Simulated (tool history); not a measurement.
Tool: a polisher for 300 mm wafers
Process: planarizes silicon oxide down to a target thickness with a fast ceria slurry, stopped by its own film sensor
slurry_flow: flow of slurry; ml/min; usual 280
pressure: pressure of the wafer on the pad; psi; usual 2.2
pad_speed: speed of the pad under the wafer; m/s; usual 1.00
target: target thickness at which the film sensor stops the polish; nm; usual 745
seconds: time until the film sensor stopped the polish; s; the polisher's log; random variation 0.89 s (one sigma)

run	hour	slurry_flow	pressure	pad_speed	target	incoming thickness of the incoming film, nm	seconds
1	0.0	280	2.2	1.00	611	1556.8	69.0
2	12.1	280	2.2	1.00	745	1561.2	61.1
3	24.7	280	1.7	1.00	960	1572.3	57.8
4	50.8	280	1.7	1.00	960	1539.8	54.0
5	69.9	280	1.7	1.00	960	1565.4	59.3
6	88.7	280	2.2	1.00	745	1551.9	59.8
7	117.9	280	2.2	1.00	745	1582.8	64.2
8	152.5	280	2.2	1.00	745	1573.4	63.3
9	172.8	280	2.7	0.88	745	1595.2	61.2
# hour 190.1: head pressure recalibrated
10	190.5	280	2.7	0.88	745	1585.4	60.0
# hour 199.2: worn pad replaced by a new one
11	202.6	280	2.7	0.88	745	1553.7	57.5
# hour 220.6: slurry nozzle cleaned
12	226.5	205	2.2	1.00	745	1567.9	60.8
13	258.4	205	2.2	1.00	745	1545.3	61.2
14	285.0	280	2.2	1.00	745	1552.3	58.4
15	328.5	280	2.2	1.00	611	1552.7	70.2
16	358.0	280	2.2	0.78	569	1548.7	93.4
17	375.9	255	1.5	1.24	598	1565.7	82.6
# hour 401.2: worn pad replaced by a new one, of another model than before
18	401.7	225	2.4	0.68	650	1548.1	78.4
19	418.8	280	1.9	1.24	745	1549.9	55.7
20	452.1	380	1.5	0.68	666	1529.1	93.0
21	488.0	250	2.2	0.82	745	1556.8	67.3
22	519.0	200	2.9	0.68	560	1544.4	77.4
23	541.5	280	2.8	1.00	745	1540.2	51.2
24	562.0	280	2.2	1.16	745	1589.1	57.3
25	580.3	220	2.6	0.68	583	1550.5	83.4
26	629.5	280	2.2	1.00	745	1560.5	60.1
# hour 657.3: worn pad replaced by a new one
27	657.8	280	2.2	1.00	891	1560.8	50.7
28	675.1	280	2.2	1.00	745	1556.0	58.9
# hour 680.4: slurry nozzle cleaned
29	702.6	365	2.6	1.28	745	1571.6	46.6
30	732.5	280	2.2	1.00	745	1570.6	61.1
31	756.6	280	1.6	1.36	745	1576.6	58.7
32	776.7	280	2.7	1.00	745	1550.1	52.3
33	793.8	235	1.5	1.32	492	1575.3	82.9
34	827.6	255	2.2	1.10	965	1545.9	39.6
35	863.4	245	2.2	1.00	745	1559.8	58.7
# hour 885.9: worn pad replaced by a new one
36	895.8	185	3.0	0.66	589	1523.1	73.1
37	917.0	280	2.2	0.88	745	1581.2	64.6

Forecast each of these 4 alternatives for the next run:
A	917.4	280	2.2	1.26	745	1545.0	?
B	917.4	280	1.5	0.68	629	1545.0	?
C	917.4	195	1.4	1.22	745	1545.0	?
D	917.4	195	2.9	0.84	496	1545.0	?

run	seconds
A	50.7
B	100.7
C	65.6
D	74.6
Without the tool's hidden state the same runs would have given:
run	seconds
A	49.7
B	98.7
C	64.1
D	72.8
